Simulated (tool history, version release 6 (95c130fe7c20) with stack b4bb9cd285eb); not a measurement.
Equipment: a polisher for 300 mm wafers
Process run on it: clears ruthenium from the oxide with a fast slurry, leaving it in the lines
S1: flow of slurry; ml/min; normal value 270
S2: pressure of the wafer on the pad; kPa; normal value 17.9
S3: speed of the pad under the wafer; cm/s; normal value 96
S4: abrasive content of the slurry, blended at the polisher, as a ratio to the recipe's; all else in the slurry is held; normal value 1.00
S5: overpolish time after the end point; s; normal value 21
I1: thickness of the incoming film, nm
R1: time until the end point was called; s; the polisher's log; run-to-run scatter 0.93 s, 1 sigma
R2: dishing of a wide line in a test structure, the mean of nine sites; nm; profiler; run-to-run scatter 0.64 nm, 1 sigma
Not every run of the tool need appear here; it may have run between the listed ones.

run 1 hour=0.0 | S1=270 S2=17.9 S3=70 S4=1.00 S5=21 | I1=290.5 | R1=114.2 R2=38.4
run 2 hour=59.3 | S1=270 S2=17.9 S3=96 S4=1.00 S5=21 | I1=292.7 | R1=83.9 R2=48.7
run 3 hour=86.9 | S1=270 S2=17.9 S3=96 S4=1.00 S5=21 | I1=294.8 | R1=83.5 R2=49.1
-- hour=119.6 worn pad replaced by a new one
-- hour=129.3 slurry nozzle cleaned
-- hour=136.3 slurry blender recalibrated
run 4 hour=149.1 | S1=270 S2=17.9 S3=96 S4=1.00 S5=21 | I1=289.0 | R1=78.0 R2=51.8
run 5 hour=194.8 | S1=270 S2=17.9 S3=96 S4=1.00 S5=28 | I1=294.2 | R1=81.4 R2=64.7
run 6 hour=253.4 | S1=270 S2=17.9 S3=96 S4=1.00 S5=28 | I1=290.2 | R1=80.5 R2=64.2
run 7 hour=311.1 | S1=270 S2=17.9 S3=96 S4=1.05 S5=21 | I1=288.2 | R1=78.5 R2=51.2
-- hour=363.8 worn pad replaced by a new one, of another model than before
run 8 hour=370.5 | S1=270 S2=17.9 S3=96 S4=1.05 S5=21 | I1=287.3 | R1=79.1 R2=51.6
-- hour=374.2 slurry blender recalibrated
run 9 hour=423.3 | S1=270 S2=17.9 S3=96 S4=1.05 S5=21 | I1=287.4 | R1=76.6 R2=52.8
-- hour=428.4 slurry nozzle cleaned
run 10 hour=480.6 | S1=270 S2=17.9 S3=96 S4=1.00 S5=21 | I1=293.3 | R1=82.3 R2=49.8
run 11 hour=530.9 | S1=270 S2=17.9 S3=96 S4=1.00 S5=21 | I1=291.5 | R1=84.1 R2=49.2
run 12 hour=574.7 | S1=270 S2=17.9 S3=96 S4=1.00 S5=21 | I1=285.1 | R1=81.7 R2=50.0
run 13 hour=625.4 | S1=270 S2=19.3 S3=96 S4=1.00 S5=21 | I1=293.0 | R1=81.5 R2=51.0
-- hour=634.8 slurry blender recalibrated
-- hour=638.6 worn pad replaced by a new one
run 14 hour=650.6 | S1=270 S2=13.1 S3=96 S4=1.10 S5=21 | I1=292.6 | R1=88.7 R2=47.7
-- hour=698.2 slurry nozzle cleaned
run 15 hour=708.4 | S1=270 S2=17.9 S3=96 S4=1.00 S5=21 | I1=294.8 | R1=83.3 R2=49.1
-- hour=735.7 head pressure recalibrated
run 16 hour=770.0 | S1=360 S2=17.9 S3=120 S4=1.00 S5=21 | I1=290.8 | R1=68.0 R2=57.6
run 17 hour=840.6 | S1=270 S2=17.9 S3=118 S4=1.00 S5=21 | I1=290.6 | R1=70.0 R2=56.9
run 18 hour=885.5 | S1=315 S2=17.9 S3=118 S4=1.00 S5=8 | I1=294.7 | R1=69.5 R2=23.7
-- hour=914.4 worn pad replaced by a new one
-- hour=923.2 slurry blender recalibrated
run 19 hour=950.9 | S1=270 S2=17.9 S3=96 S4=1.00 S5=11 | I1=289.0 | R1=78.0 R2=28.8
-- hour=961.5 slurry nozzle cleaned
run 20 hour=1018.4 | S1=270 S2=17.9 S3=96 S4=1.00 S5=21 | I1=295.3 | R1=82.8 R2=49.6
run 21 hour=1046.2 | S1=270 S2=21.4 S3=114 S4=1.00 S5=21 | I1=291.5 | R1=65.6 R2=59.9
run 22 hour=1086.2 | S1=270 S2=15.2 S3=96 S4=1.00 S5=21 | I1=290.6 | R1=91.2 R2=46.8
run 23 hour=1133.0 | S1=270 S2=17.9 S3=96 S4=1.00 S5=9 | I1=291.9 | R1=82.4 R2=23.2
-- hour=1180.7 slurry blender recalibrated
-- hour=1199.3 worn pad replaced by a new one
-- hour=1206.9 slurry nozzle cleaned
run 24 hour=1259.9 | S1=270 S2=17.9 S3=96 S4=1.00 S5=21 | I1=287.7 | R1=81.1 R2=50.5
run 25 hour=1285.2 | S1=270 S2=17.9 S3=96 S4=1.00 S5=21 | I1=292.0 | R1=80.5 R2=50.5
run 26 hour=1320.5 | S1=230 S2=24.1 S3=80 S4=0.90 S5=21 | I1=290.4 | R1=88.9 R2=46.1
run 27 hour=1372.6 | S1=270 S2=24.1 S3=66 S4=1.00 S5=9 | I1=292.4 | R1=92.9 R2=20.8

4 ways to go on from here, each from the tool as it stands after run 27. What would each give?
run A hour=1373.1 | S1=270 S2=17.9 S3=122 S4=1.00 S5=21 | I1=292.1 | R1=? R2=?
run B hour=1373.1 | S1=345 S2=15.9 S3=96 S4=1.10 S5=16 | I1=292.1 | R1=? R2=?
run C hour=1373.1 | S1=190 S2=13.8 S3=72 S4=1.00 S5=25 | I1=292.1 | R1=? R2=?
run D hour=1373.1 | S1=270 S2=17.9 S3=72 S4=1.20 S5=25 | I1=292.1 | R1=? R2=?

run=A R1=69.4 R2=59.4
run=B R1=82.0 R2=40.5
run=C R1=121.7 R2=42.4
run=D R1=91.4 R2=54.5
With no hidden state in the tool, these same runs would have given:
run=A R1=64.8 R2=63.0
run=B R1=76.9 R2=42.9
run=C R1=113.5 R2=45.1
run=D R1=86.1 R2=57.4
